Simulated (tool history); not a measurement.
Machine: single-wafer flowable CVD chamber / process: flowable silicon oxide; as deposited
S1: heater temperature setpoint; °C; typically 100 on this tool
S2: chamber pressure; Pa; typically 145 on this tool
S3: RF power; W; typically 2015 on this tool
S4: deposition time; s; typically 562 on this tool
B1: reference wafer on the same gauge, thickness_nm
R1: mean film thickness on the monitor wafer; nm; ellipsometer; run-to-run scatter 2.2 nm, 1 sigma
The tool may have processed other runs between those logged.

run 1 hour=0 | S1=100 S2=145 S3=2015 S4=562 | B1=430.573 | R1=559.474
run 2 hour=27.7 | S1=100 S2=145 S3=2015 S4=562 | B1=431.166 | R1=558.949
run 3 hour=72.1 | S1=100 S2=145 S3=2015 S4=562 | B1=431.246 | R1=562.115
run 4 hour=129.5 | S1=100 S2=145 S3=2015 S4=562 | B1=431.291 | R1=562.35
run 5 hour=183.7 | S1=100 S2=145 S3=2015 S4=562 | B1=431.015 | R1=561.239
run 6 hour=230.8 | S1=100 S2=145 S3=2015 S4=562 | B1=430.814 | R1=561.193
-- hour=296.7 showerhead replaced
run 7 hour=297.2 | S1=100 S2=145 S3=2015 S4=650 | B1=430.883 | R1=653.626
-- hour=320.9 thermocouple changed; heater temperature recalibrated
run 8 hour=332.2 | S1=100 S2=145 S3=2015 S4=650 | B1=430.691 | R1=567.176
run 9 hour=370.4 | S1=93 S2=145 S3=2015 S4=598 | B1=431.13 | R1=632.481
-- hour=378.5 RF generator calibrated
-- hour=414.8 gauge calibrated
run 10 hour=417.2 | S1=100 S2=145 S3=2250 S4=562 | B1=431.068 | R1=499.827
-- hour=460.7 capacitance manometer re-zeroed and calibrated
run 11 hour=474.2 | S1=93 S2=113 S3=2350 S4=638 | B1=431.002 | R1=555.215
run 12 hour=532.3 | S1=100 S2=145 S3=2250 S4=562 | B1=431.195 | R1=509.015
run 13 hour=566.1 | S1=100 S2=145 S3=2015 S4=562 | B1=430.986 | R1=503.493

What will run 14 give?
run 14 hour=637.6 | S1=86 S2=145 S3=2410 S4=562 | B1=? | R1=?

Run 14 produced B1 430.767, R1 776.335 nm.
Minus the tool's unlogged condition, the same run would have read R1 751.215 nm.
